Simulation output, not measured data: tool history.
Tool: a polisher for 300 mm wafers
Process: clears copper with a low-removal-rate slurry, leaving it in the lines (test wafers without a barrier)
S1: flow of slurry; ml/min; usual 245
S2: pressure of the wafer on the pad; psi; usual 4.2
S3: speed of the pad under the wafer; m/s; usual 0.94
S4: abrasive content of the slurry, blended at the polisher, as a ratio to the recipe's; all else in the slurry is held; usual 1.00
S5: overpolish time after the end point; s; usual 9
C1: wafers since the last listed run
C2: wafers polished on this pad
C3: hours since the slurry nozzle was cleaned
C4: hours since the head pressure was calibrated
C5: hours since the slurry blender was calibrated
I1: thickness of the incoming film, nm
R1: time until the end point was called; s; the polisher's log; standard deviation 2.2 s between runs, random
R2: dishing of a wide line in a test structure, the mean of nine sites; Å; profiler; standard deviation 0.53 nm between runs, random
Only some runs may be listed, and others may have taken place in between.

run 1 hour=0.0 | S1=245 S2=4.2 S3=0.70 S4=1.00 S5=9 | C1=0 C2=1310 C3=38.2 C4=194.9 C5=284.4 | I1=459.5 | R1=165.4 R2=166
run 2 hour=61.8 | S1=245 S2=4.2 S3=0.70 S4=1.00 S5=9 | C1=495 C2=1805 C3=100.0 C4=256.7 C5=346.2 | I1=458.6 | R1=168.3 R2=151
run 3 hour=119.0 | S1=245 S2=5.4 S3=0.94 S4=1.00 S5=9 | C1=458 C2=2263 C3=157.2 C4=313.9 C5=403.4 | I1=458.5 | R1=100.0 R2=254
-- hour=171.6 slurry blender recalibrated
run 4 hour=177.9 | S1=245 S2=5.4 S3=0.94 S4=1.00 S5=9 | C1=455 C2=2719 C3=216.1 C4=372.8 C5=6.3 | I1=463.4 | R1=105.8 R2=264
run 5 hour=225.7 | S1=245 S2=4.2 S3=0.94 S4=1.00 S5=9 | C1=383 C2=3102 C3=263.9 C4=420.6 C5=54.1 | I1=459.6 | R1=134.1 R2=213
run 6 hour=271.2 | S1=305 S2=4.2 S3=1.06 S4=1.15 S5=5 | C1=364 C2=3467 C3=309.4 C4=466.1 C5=99.6 | I1=450.0 | R1=111.3 R2=142
run 7 hour=333.0 | S1=245 S2=4.2 S3=0.70 S4=1.00 S5=5 | C1=495 C2=3962 C3=371.2 C4=527.9 C5=161.4 | I1=463.4 | R1=183.5 R2=88
-- hour=394.1 worn pad replaced by a new one
run 8 hour=401.8 | S1=245 S2=4.2 S3=0.94 S4=1.00 S5=9 | C1=519 C2=62 C3=440.0 C4=596.7 C5=230.2 | I1=455.3 | R1=116.7 R2=236
-- hour=431.5 slurry nozzle cleaned
run 9 hour=465.4 | S1=245 S2=4.2 S3=0.66 S4=1.00 S5=9 | C1=501 C2=563 C3=33.9 C4=660.3 C5=293.8 | I1=461.0 | R1=177.1 R2=154
run 10 hour=514.0 | S1=245 S2=4.2 S3=0.94 S4=1.00 S5=9 | C1=389 C2=953 C3=82.5 C4=708.9 C5=342.4 | I1=454.6 | R1=122.4 R2=219
run 11 hour=582.1 | S1=245 S2=4.2 S3=0.94 S4=1.00 S5=9 | C1=545 C2=1498 C3=150.6 C4=777.0 C5=410.5 | I1=454.4 | R1=125.2 R2=211
run 12 hour=617.8 | S1=265 S2=4.2 S3=0.94 S4=1.00 S5=9 | C1=286 C2=1784 C3=186.3 C4=812.7 C5=446.2 | I1=460.2 | R1=126.7 R2=206
run 13 hour=649.2 | S1=245 S2=4.2 S3=1.20 S4=1.20 S5=9 | C1=251 C2=2036 C3=217.7 C4=844.1 C5=477.6 | I1=464.8 | R1=100.2 R2=275
-- hour=709.1 slurry blender recalibrated
run 14 hour=711.0 | S1=245 S2=4.2 S3=0.94 S4=1.00 S5=9 | C1=479 C2=2515 C3=279.5 C4=905.9 C5=1.9 | I1=462.8 | R1=128.5 R2=203
run 15 hour=777.6 | S1=245 S2=4.8 S3=0.68 S4=1.00 S5=9 | C1=533 C2=3049 C3=346.1 C4=972.5 C5=68.5 | I1=461.5 | R1=163.5 R2=168
run 16 hour=812.6 | S1=245 S2=4.2 S3=0.94 S4=1.00 S5=9 | C1=280 C2=3329 C3=381.1 C4=1007.5 C5=103.5 | I1=457.7 | R1=129.5 R2=208
run 17 hour=855.1 | S1=245 S2=5.2 S3=0.94 S4=1.00 S5=5 | C1=340 C2=3670 C3=423.6 C4=1050.0 C5=146.0 | I1=460.4 | R1=111.0 R2=141
-- hour=880.2 slurry nozzle cleaned
run 18 hour=895.8 | S1=245 S2=3.5 S3=0.94 S4=0.75 S5=9 | C1=318 C2=3988 C3=15.6 C4=1090.7 C5=186.7 | I1=461.5 | R1=163.3 R2=177
run 19 hour=954.2 | S1=245 S2=4.2 S3=0.94 S4=1.00 S5=9 | C1=467 C2=4456 C3=74.0 C4=1149.1 C5=245.1 | I1=457.6 | R1=133.7 R2=211
-- hour=975.8 worn pad replaced by a new one
run 20 hour=990.7 | S1=245 S2=4.2 S3=0.94 S4=0.90 S5=13 | C1=260 C2=119 C3=110.5 C4=1185.6 C5=281.6 | I1=466.0 | R1=122.8 R2=320
run 21 hour=1049.0 | S1=165 S2=5.0 S3=0.94 S4=1.20 S5=5 | C1=467 C2=586 C3=168.8 C4=1243.9 C5=339.9 | I1=462.3 | R1=103.7 R2=145
run 22 hour=1093.1 | S1=225 S2=4.2 S3=0.94 S4=0.85 S5=4 | C1=353 C2=939 C3=212.9 C4=1288.0 C5=384.0 | I1=462.3 | R1=130.8 R2=100
-- hour=1127.5 head pressure recalibrated
run 23 hour=1157.2 | S1=245 S2=4.2 S3=1.04 S4=1.00 S5=9 | C1=497 C2=1437 C3=277.0 C4=29.7 C5=448.1 | I1=465.4 | R1=118.2 R2=236
-- hour=1215.8 slurry blender recalibrated
run 24 hour=1240.2 | S1=245 S2=4.2 S3=0.80 S4=1.10 S5=9 | C1=649 C2=2086 C3=360.0 C4=112.7 C5=24.4 | I1=457.2 | R1=148.9 R2=178
run 25 hour=1268.0 | S1=245 S2=4.2 S3=1.16 S4=1.00 S5=9 | C1=222 C2=2309 C3=387.8 C4=140.5 C5=52.2 | I1=455.3 | R1=99.7 R2=249
run 26 hour=1428.3 | S1=300 S2=4.2 S3=1.06 S4=0.75 S5=9 | C1=1284 C2=3593 C3=548.1 C4=300.8 C5=212.5 | I1=463.3 | R1=115.3 R2=217
-- hour=1450.2 worn pad replaced by a new one
-- hour=1456.6 slurry nozzle cleaned
run 27 hour=1463.6 | S1=325 S2=5.2 S3=1.08 S4=1.00 S5=9 | C1=242 C2=99 C3=7.0 C4=336.1 C5=247.8 | I1=461.8 | R1=83.2 R2=323
run 28 hour=1491.6 | S1=245 S2=3.6 S3=0.94 S4=0.90 S5=9 | C1=224 C2=323 C3=35.0 C4=364.1 C5=275.8 | I1=454.1 | R1=134.5 R2=194
run 29 hour=1553.6 | S1=245 S2=4.2 S3=0.94 S4=1.00 S5=9 | C1=496 C2=820 C3=97.0 C4=426.1 C5=337.8 | I1=458.6 | R1=118.4 R2=220

Alternative continuations, all from the tool just after run 29; predict every row:
run A hour=1554.1 | S1=245 S2=4.2 S3=0.94 S4=1.00 S5=9 | C1=4 C2=824 C3=97.5 C4=426.6 C5=338.3 | I1=463.1 | R1=? R2=?
run B hour=1554.1 | S1=225 S2=2.8 S3=0.94 S4=1.00 S5=9 | C1=4 C2=824 C3=97.5 C4=426.6 C5=338.3 | I1=463.1 | R1=? R2=?
run C hour=1554.1 | S1=245 S2=4.2 S3=1.08 S4=1.25 S5=6 | C1=4 C2=824 C3=97.5 C4=426.6 C5=338.3 | I1=463.1 | R1=? R2=?

run=A R1=123.7 R2=222
run=B R1=175.2 R2=159
run=C R1=103.0 R2=180
The same runs, with their run-to-run variation unchanged, on a tool lacking any hidden condition would have given:
run=A R1=115.3 R2=237
run=B R1=163.4 R2=170
run=C R1=96.1 R2=193
